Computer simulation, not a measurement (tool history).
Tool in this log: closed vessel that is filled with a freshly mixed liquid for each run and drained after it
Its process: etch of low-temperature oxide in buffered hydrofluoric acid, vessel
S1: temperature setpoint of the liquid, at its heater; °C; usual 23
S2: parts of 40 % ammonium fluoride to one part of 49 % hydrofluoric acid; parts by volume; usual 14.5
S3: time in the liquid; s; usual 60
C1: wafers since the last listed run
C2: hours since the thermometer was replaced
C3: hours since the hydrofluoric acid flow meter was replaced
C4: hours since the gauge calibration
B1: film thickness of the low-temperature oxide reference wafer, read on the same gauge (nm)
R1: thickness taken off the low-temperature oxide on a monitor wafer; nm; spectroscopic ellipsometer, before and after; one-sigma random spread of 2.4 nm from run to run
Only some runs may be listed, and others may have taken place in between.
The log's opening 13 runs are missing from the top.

run	hour	S1	S2	S3	C1	C2	C3	C4	B1	R1
# hour 357.3: thermometer replaced
14	375.1	25	19	60	1968	17.8	1768.2	351.3	110.03	226.59
15	405.3	25	19	60	2295	48	1798.4	381.5	110.04	223.34
# hour 428.4: hydrofluoric acid flow meter replaced
16	437.6	23	14.5	60	2379	80.3	9.2	413.8	109.98	265.64
17	454.5	19	14.5	35	1284	97.2	26.1	430.7	109.99	122.8
18	487	19	14.5	75	2470	129.7	58.6	463.2	110.04	260.61
19	508.2	21.5	14.5	60	1611	150.9	79.8	484.4	110.03	242.29
20	521.7	25	18	40	1026	164.4	93.3	497.9	110.05	156.49
21	535.9	19	14.5	60	1079	178.6	107.5	512.1	109.94	212.9
22	551.8	21.5	18	50	1208	194.5	123.4	528	110.02	161.94
23	573	23	14.5	60	1611	215.7	144.6	549.2	109.96	262.28
# hour 574.5: gauge calibrated
24	599	19.5	9.5	35	1976	241.7	170.6	24.5	109.97	187.68
25	628.4	23	14.5	80	2234	271.1	200	53.9	110.02	351.35
26	661.8	19	14.5	60	2538	304.5	233.4	87.3	109.97	213.3
27	737.7	23	9	45	5769	380.4	309.3	163.2	109.96	300.55
28	771.7	20	19.5	75	2584	414.4	343.3	197.2	110	207.7
29	796.4	23	19	60	1877	439.1	368	221.9	110.01	200.18
30	868.1	23	14.5	60	5450	510.8	439.7	293.6	109.97	258.67
31	900.6	23	9.5	60	2470	543.3	472.2	326.1	109.98	383.41

Predict each of these 3 candidate next runs independently; none follows another, all start after run 31:
A	901.3	27	14.5	60	53	544	472.9	326.8	?	?
B	901.3	23	19.5	75	53	544	472.9	326.8	?	?
C	901.3	23	14.5	45	53	544	472.9	326.8	?	?

run	B1	R1
A	110.02	328.06
B	110.02	246.53
C	110.02	198.04
Without the tool's unlogged condition, the same runs would have read:
run	R1
A	328.06
B	246.53
C	198.04
